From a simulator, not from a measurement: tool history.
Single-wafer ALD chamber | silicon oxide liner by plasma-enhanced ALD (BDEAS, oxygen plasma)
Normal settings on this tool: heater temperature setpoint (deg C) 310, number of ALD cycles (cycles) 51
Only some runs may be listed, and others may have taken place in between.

| run | hour | heater temperature setpoint (deg C) | number of ALD cycles (cycles) | read-back reference wafer on the same gauge, thickness_nm | mean film thickness on the monitor wafer (Å) |
|---|---|---|---|---|---|
| 1 | 0.0 | 314 | 51 | 5.873 | 49.06 |
| 2 | 11.6 | 299 | 51 | 5.869 | 50.03 |
| 3 | 26.4 | 299 | 51 | 5.872 | 50.11 |
| 4 | 38.4 | 299 | 51 | 5.870 | 50.22 |
| 5 | 44.5 | 319 | 51 | 5.871 | 48.75 |
| 6 | 53.8 | 319 | 51 | 5.872 | 48.72 |
| 7 | 64.9 | 319 | 51 | 5.869 | 48.70 |
| 8 | 74.8 | 310 | 51 | 5.872 | 49.37 |
| 9 | 86.7 | 299 | 51 | 5.869 | 49.92 |
|  | 95.0 | gauge calibrated |
| 10 | 98.9 | 302 | 41 | 5.873 | 39.82 |
| 11 | 105.8 | 305 | 56 | 5.870 | 54.44 |
|  | 125.4 | thermocouple changed; heater temperature recalibrated |
| 12 | 125.9 | 306 | 51 | 5.871 | 49.40 |
| 13 | 137.3 | 321 | 51 | 5.871 | 48.82 |
| 14 | 153.5 | 305 | 44 | 5.872 | 42.71 |
| 15 | 161.7 | 310 | 51 | 5.869 | 49.37 |

Run-by-run hidden state of the tool:
wafer temperature above the value expected at the setpoint (K): 0 on each run
gauge reads high (%): 0 on each run
